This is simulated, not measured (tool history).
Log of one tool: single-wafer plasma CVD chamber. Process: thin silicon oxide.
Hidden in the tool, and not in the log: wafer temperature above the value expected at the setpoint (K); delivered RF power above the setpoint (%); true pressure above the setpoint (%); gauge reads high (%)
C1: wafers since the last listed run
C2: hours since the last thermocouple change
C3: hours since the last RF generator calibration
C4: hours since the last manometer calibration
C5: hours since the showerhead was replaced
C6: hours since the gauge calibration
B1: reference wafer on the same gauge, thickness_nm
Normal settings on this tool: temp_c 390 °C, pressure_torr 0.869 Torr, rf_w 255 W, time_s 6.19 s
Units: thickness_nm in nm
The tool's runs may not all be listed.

run 1 day=0.000 | temp_c=390 pressure_torr=0.869 rf_w=255 time_s=6.19 | C1=0 C2=727.1 C3=1921.2 C4=2541.8 C5=5005.0 C6=221.0 | B1=11.212 | thickness_nm=13.243
run 2 day=0.792 | temp_c=390 pressure_torr=0.869 rf_w=255 time_s=6.19 | C1=382 C2=746.1 C3=1940.2 C4=2560.8 C5=5024.0 C6=240.0 | B1=11.209 | thickness_nm=13.257
run 3 day=2.271 | temp_c=390 pressure_torr=0.869 rf_w=255 time_s=6.19 | C1=714 C2=781.6 C3=1975.7 C4=2596.3 C5=5059.5 C6=275.5 | B1=11.192 | thickness_nm=13.213
run 4 day=3.658 | temp_c=396 pressure_torr=0.869 rf_w=255 time_s=6.19 | C1=670 C2=814.9 C3=2009.0 C4=2629.6 C5=5092.8 C6=308.8 | B1=11.216 | thickness_nm=13.189
run 5 day=4.275 | temp_c=396 pressure_torr=0.869 rf_w=255 time_s=6.19 | C1=297 C2=829.7 C3=2023.8 C4=2644.4 C5=5107.6 C6=323.6 | B1=11.196 | thickness_nm=13.236
run 6 day=5.183 | temp_c=390 pressure_torr=0.869 rf_w=255 time_s=6.19 | C1=438 C2=851.5 C3=2045.6 C4=2666.2 C5=5129.4 C6=345.4 | B1=11.206 | thickness_nm=13.260
run 7 day=6.200 | temp_c=390 pressure_torr=0.869 rf_w=255 time_s=6.19 | C1=491 C2=875.9 C3=2070.0 C4=2690.6 C5=5153.8 C6=369.8 | B1=11.185 | thickness_nm=13.340
run 8 day=7.283 | temp_c=390 pressure_torr=1.004 rf_w=255 time_s=6.19 | C1=523 C2=901.9 C3=2096.0 C4=2716.6 C5=5179.8 C6=395.8 | B1=11.207 | thickness_nm=14.607
run 9 day=8.717 | temp_c=390 pressure_torr=1.004 rf_w=255 time_s=6.19 | C1=692 C2=936.3 C3=2130.4 C4=2751.0 C5=5214.2 C6=430.2 | B1=11.192 | thickness_nm=14.659
run 10 day=9.525 | temp_c=390 pressure_torr=1.004 rf_w=255 time_s=6.19 | C1=390 C2=955.7 C3=2149.8 C4=2770.4 C5=5233.6 C6=449.6 | B1=11.195 | thickness_nm=14.651
run 11 day=10.142 | temp_c=390 pressure_torr=0.869 rf_w=255 time_s=6.19 | C1=297 C2=970.5 C3=2164.6 C4=2785.2 C5=5248.4 C6=464.4 | B1=11.199 | thickness_nm=13.290
run 12 day=11.150 | temp_c=390 pressure_torr=0.869 rf_w=255 time_s=6.19 | C1=487 C2=994.7 C3=2188.8 C4=2809.4 C5=5272.6 C6=488.6 | B1=11.210 | thickness_nm=13.359
-- day=12.267 capacitance manometer re-zeroed and calibrated
run 13 day=12.417 | temp_c=390 pressure_torr=0.869 rf_w=255 time_s=6.19 | C1=451 C2=1025.1 C3=2219.2 C4=3.6 C5=5303.0 C6=519.0 | B1=11.201 | thickness_nm=12.696
run 14 day=13.708 | temp_c=390 pressure_torr=0.869 rf_w=275 time_s=6.19 | C1=624 C2=1056.1 C3=2250.2 C4=34.6 C5=5334.0 C6=550.0 | B1=11.209 | thickness_nm=13.192
run 15 day=14.742 | temp_c=395 pressure_torr=0.869 rf_w=270 time_s=6.19 | C1=499 C2=1080.9 C3=2275.0 C4=59.4 C5=5358.8 C6=574.8 | B1=11.195 | thickness_nm=13.011
run 16 day=15.854 | temp_c=390 pressure_torr=1.012 rf_w=220 time_s=6.19 | C1=537 C2=1107.6 C3=2301.7 C4=86.1 C5=5385.5 C6=601.5 | B1=11.198 | thickness_nm=13.255
run 17 day=16.717 | temp_c=382 pressure_torr=1.036 rf_w=285 time_s=6.19 | C1=416 C2=1128.3 C3=2322.4 C4=106.8 C5=5406.2 C6=622.2 | B1=11.201 | thickness_nm=15.296
run 18 day=17.629 | temp_c=390 pressure_torr=1.004 rf_w=255 time_s=6.19 | C1=440 C2=1150.2 C3=2344.3 C4=128.7 C5=5428.1 C6=644.1 | B1=11.186 | thickness_nm=14.151
-- day=18.721 RF generator calibrated
run 19 day=18.742 | temp_c=376 pressure_torr=0.711 rf_w=275 time_s=6.98 | C1=376 C2=1176.9 C3=0.5 C4=155.4 C5=5454.8 C6=670.8 | B1=11.183 | thickness_nm=12.718
run 20 day=19.667 | temp_c=390 pressure_torr=0.869 rf_w=255 time_s=6.19 | C1=446 C2=1199.1 C3=22.7 C4=177.6 C5=5477.0 C6=693.0 | B1=11.194 | thickness_nm=12.761
-- day=20.717 gauge calibrated
-- day=21.025 thermocouple changed; heater temperature recalibrated
run 21 day=21.046 | temp_c=382 pressure_torr=0.869 rf_w=255 time_s=6.68 | C1=505 C2=0.5 C3=55.8 C4=210.7 C5=5510.1 C6=7.9 | B1=11.209 | thickness_nm=13.853
run 22 day=21.450 | temp_c=390 pressure_torr=0.676 rf_w=255 time_s=5.04 | C1=195 C2=10.2 C3=65.5 C4=220.4 C5=5519.8 C6=17.6 | B1=11.207 | thickness_nm=8.350
-- day=22.400 showerhead replaced
run 23 day=22.421 | temp_c=400 pressure_torr=0.869 rf_w=255 time_s=7.06 | C1=308 C2=33.5 C3=88.8 C4=243.7 C5=0.5 C6=40.9 | B1=11.205 | thickness_nm=14.463
run 24 day=23.317 | temp_c=390 pressure_torr=0.869 rf_w=255 time_s=6.19 | C1=432 C2=55.0 C3=110.3 C4=265.2 C5=22.0 C6=62.4 | B1=11.199 | thickness_nm=12.803
run 25 day=24.158 | temp_c=397 pressure_torr=0.869 rf_w=255 time_s=6.19 | C1=406 C2=75.2 C3=130.5 C4=285.4 C5=42.2 C6=82.6 | B1=11.191 | thickness_nm=12.774
run 26 day=24.812 | temp_c=390 pressure_torr=1.004 rf_w=255 time_s=6.19 | C1=316 C2=90.9 C3=146.2 C4=301.1 C5=57.9 C6=98.3 | B1=11.204 | thickness_nm=14.233
run 27 day=26.067 | temp_c=383 pressure_torr=0.770 rf_w=205 time_s=6.67 | C1=606 C2=121.0 C3=176.3 C4=331.2 C5=88.0 C6=128.4 | B1=11.208 | thickness_nm=11.234
run 28 day=27.075 | temp_c=382 pressure_torr=1.036 rf_w=285 time_s=6.19 | C1=487 C2=145.2 C3=200.5 C4=355.4 C5=112.2 C6=152.6 | B1=11.190 | thickness_nm=15.385
run 29 day=28.558 | temp_c=390 pressure_torr=1.070 rf_w=275 time_s=5.87 | C1=716 C2=180.8 C3=236.1 C4=391.0 C5=147.8 C6=188.2 | B1=11.204 | thickness_nm=14.514

What if the next run were any one of these 4? Each begins from the tool's condition after run 29:
run A day=28.575 | temp_c=390 pressure_torr=0.869 rf_w=255 time_s=6.19 | C1=8 C2=181.2 C3=236.5 C4=391.4 C5=148.2 C6=188.6 | B1=? | thickness_nm=?
run B day=28.575 | temp_c=390 pressure_torr=1.010 rf_w=255 time_s=6.19 | C1=8 C2=181.2 C3=236.5 C4=391.4 C5=148.2 C6=188.6 | B1=? | thickness_nm=?
run C day=28.575 | temp_c=390 pressure_torr=0.869 rf_w=255 time_s=5.85 | C1=8 C2=181.2 C3=236.5 C4=391.4 C5=148.2 C6=188.6 | B1=? | thickness_nm=?
run D day=28.575 | temp_c=377 pressure_torr=0.869 rf_w=255 time_s=6.19 | C1=8 C2=181.2 C3=236.5 C4=391.4 C5=148.2 C6=188.6 | B1=? | thickness_nm=?

run=A B1=11.206 thickness_nm=12.874
run=B B1=11.206 thickness_nm=14.368
run=C B1=11.206 thickness_nm=12.168
run=D B1=11.206 thickness_nm=12.972
Take away the tool's hidden state, keep each run's random variation, and the runs would have read:
run=A thickness_nm=12.667
run=B thickness_nm=14.186
run=C thickness_nm=11.973
run=D thickness_nm=12.764
